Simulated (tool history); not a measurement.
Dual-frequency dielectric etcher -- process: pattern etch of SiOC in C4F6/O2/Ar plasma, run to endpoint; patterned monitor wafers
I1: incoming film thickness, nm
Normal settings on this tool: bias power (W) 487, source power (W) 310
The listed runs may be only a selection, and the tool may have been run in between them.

Run 1, hour 0: usual settings but bias power (W) 520, source power (W) 340; I1 33.88. Result: endpoint time (s) 11.4.
Run 2, hour 32.5: usual settings but bias power (W) 457, source power (W) 250; I1 33.89. Result: endpoint time (s) 14.3.
Run 3, hour 69.8: usual settings but bias power (W) 457, source power (W) 250; I1 33.88. Result: endpoint time (s) 14.3.
Run 4, hour 116: usual settings but bias power (W) 457, source power (W) 250; I1 34.01. Result: endpoint time (s) 14.3.
At hour 189.1: wet clean of the chamber.
Run 5, hour 189.6: usual settings; I1 33.7. Result: endpoint time (s) 12.4.
Run 6, hour 355: usual settings; I1 34.2. Result: endpoint time (s) 12.6.
Run 7, hour 391.4: usual settings; I1 33.93. Result: endpoint time (s) 12.3.
Run 8, hour 418.1: usual settings; I1 33.72. Result: endpoint time (s) 12.3.
Run 9, hour 454.9: usual settings but source power (W) 290; I1 34.17. Result: endpoint time (s) 13.1.
Run 10, hour 500.1: usual settings; I1 34.62. Result: endpoint time (s) 12.6.
Run 11, hour 524.8: usual settings; I1 34. Result: endpoint time (s) 12.5.
Run 12, hour 582.1: usual settings; I1 34.08. Result: endpoint time (s) 12.5.
At hour 644.6: source power generator calibrated.
Run 13, hour 645.1: usual settings; I1 34.33. Result: endpoint time (s) 12.4.
Run 14, hour 696.3: usual settings but source power (W) 340; I1 34.31. Result: endpoint time (s) 11.7.
At hour 769.6: upper electrode replaced.
Run 15, hour 770.1: usual settings but source power (W) 340; I1 34. Result: endpoint time (s) 11.6.
Run 16, hour 782.2: usual settings but source power (W) 340; I1 34. Result: endpoint time (s) 11.6.
Run 17, hour 816.9: usual settings but bias power (W) 519, source power (W) 240; I1 33.9. Result: endpoint time (s) 14.
At hour 881.8: wet clean of the chamber.
Run 18, hour 887.3: usual settings but source power (W) 350; I1 34.02. Result: endpoint time (s) 11.7.
Run 19, hour 920: usual settings but bias power (W) 420, source power (W) 350; I1 33.97. Result: endpoint time (s) 12.1.
Run 20, hour 953.3: usual settings but bias power (W) 430, source power (W) 330; I1 33.92. Result: endpoint time (s) 12.4.
Run 21, hour 1019.8: usual settings but bias power (W) 550, source power (W) 230; I1 33.75. Result: endpoint time (s) 14.3.
Run 22, hour 1077.8: usual settings but bias power (W) 576, source power (W) 280; I1 34.67. Result: endpoint time (s) 12.9.
Run 23, hour 1117.7: usual settings but bias power (W) 549, source power (W) 350; I1 34.12. Result: endpoint time (s) 11.3.
Run 24, hour 1150.5: usual settings but bias power (W) 535, source power (W) 330; I1 33.96. Result: endpoint time (s) 11.6.
Run 25, hour 1197: usual settings but bias power (W) 385, source power (W) 330; I1 34.18. Result: endpoint time (s) 12.9.
Run 26, hour 1228: usual settings but source power (W) 340; I1 34.54. Result: endpoint time (s) 12.
At hour 1266.2: bias power generator calibrated.
Run 27, hour 1396.3: usual settings; I1 34.39. Result: endpoint time (s) 12.4.
Run 28, hour 1421.6: usual settings but bias power (W) 535, source power (W) 250; I1 34.22. Result: endpoint time (s) 13.7.
Run 29, hour 1464.6: usual settings; I1 34.02. Result: endpoint time (s) 12.3.
At hour 1497.7: wet clean of the chamber.
Run 30, hour 1613.4: usual settings; I1 34.17. Result: endpoint time (s) 12.4.
Run 31, hour 1663.1: usual settings but bias power (W) 413, source power (W) 290; I1 34.18. Result: endpoint time (s) 13.7.
Run 32, hour 1718.7: usual settings but bias power (W) 426, source power (W) 350; I1 33.68. Result: endpoint time (s) 12.
Run 33, hour 1757.7: usual settings but bias power (W) 433; I1 34.2. Result: endpoint time (s) 12.8.

Alternative continuations, all from the tool just after run 33; predict every row:
Run A, hour 1758.1: usual settings but bias power (W) 385; I1 34.23. Result: endpoint time (s) ?.
Run B, hour 1758.1: usual settings but bias power (W) 424, source power (W) 340; I1 34.23. Result: endpoint time (s) ?.
Run C, hour 1758.1: usual settings but bias power (W) 384, source power (W) 350; I1 34.23. Result: endpoint time (s) ?.

run  endpoint time (s)
  A               13.4
  B               12.4
  C               12.6
Without the tool's unlogged condition, the same runs would have read:
run  endpoint time (s)
  A               13.6
  B               12.5
  C               12.7
